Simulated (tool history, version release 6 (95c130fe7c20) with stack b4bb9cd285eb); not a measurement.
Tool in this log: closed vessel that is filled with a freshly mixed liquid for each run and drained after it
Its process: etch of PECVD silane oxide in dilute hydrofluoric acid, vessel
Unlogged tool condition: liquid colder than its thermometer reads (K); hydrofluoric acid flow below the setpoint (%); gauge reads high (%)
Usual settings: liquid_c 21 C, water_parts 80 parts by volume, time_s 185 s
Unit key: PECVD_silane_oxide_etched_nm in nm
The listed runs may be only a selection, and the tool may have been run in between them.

run,hour,liquid_c,water_parts,time_s,wafers since the last listed run,hours since the thermometer was replaced,hours since the hydrofluoric acid flow meter was replaced,hours since the gauge calibration,"read-back film thickness of the PECVD silane oxide reference wafer, read on the same gauge (nm)",PECVD_silane_oxide_etched_nm
1,0,21,80,185,0,1873.7,228.6,86.5,40.01,36.25
2,58.8,21,80,185,4784,1932.5,287.4,145.3,39.99,35.9
3,129.4,21,80,185,5744,2003.1,358,215.9,39.99,35.97
4,228.1,21,80,185,8030,2101.8,456.7,314.6,39.98,35.9
# hour 392.9: thermometer replaced
5,506,21,80,185,22530,113.1,734.6,592.5,39.98,33.52
# hour 531.8: gauge calibrated
6,543.2,21,80,185,3026,150.3,771.8,11.4,40.02,33.69
7,617.2,21,80,185,6021,224.3,845.8,85.4,40,33.49
# hour 639.8: thermometer replaced, repeated, since the last time left the tool worse
# hour 771.5: hydrofluoric acid flow meter replaced
8,801.2,23.5,115,130,14808,161.4,29.7,269.4,39.99,19.53
9,904.6,19.5,100,155,8413,264.8,133.1,372.8,40.01,23.52
10,968.5,21,120,185,5199,328.7,197,436.7,39.95,24.21
11,1046.5,21,80,185,6346,406.7,275,514.7,40.03,37.84
12,1091.1,21,80,185,3628,451.3,319.6,559.3,39.99,37.52
13,1131,17,80,75,3246,491.2,359.5,599.2,40.03,12.92
# hour 1147.2: gauge calibrated
14,1224.4,21,95,85,7599,584.6,452.9,77.2,40,14.11
15,1275.8,22.5,45,185,4182,636,504.3,128.6,40,74.05

Forecast each of these 5 alternatives for the next run:
A,1276.5,21,80,185,56,636.7,505,129.3,?,?
B,1276.5,23,80,185,56,636.7,505,129.3,?,?
C,1276.5,25,45,285,56,636.7,505,129.3,?,?
D,1276.5,24,80,185,56,636.7,505,129.3,?,?
E,1276.5,19,80,185,56,636.7,505,129.3,?,?

run,"read-back film thickness of the PECVD silane oxide reference wafer, read on the same gauge (nm)",PECVD_silane_oxide_etched_nm
A,40.03,37.56
B,40.03,40.78
C,40.03,126.8
D,40.03,42.47
E,40.03,34.55
With no hidden state in the tool, these same runs would have given:
run,PECVD_silane_oxide_etched_nm
A,38.59
B,41.88
C,130.23
D,43.6
E,35.5
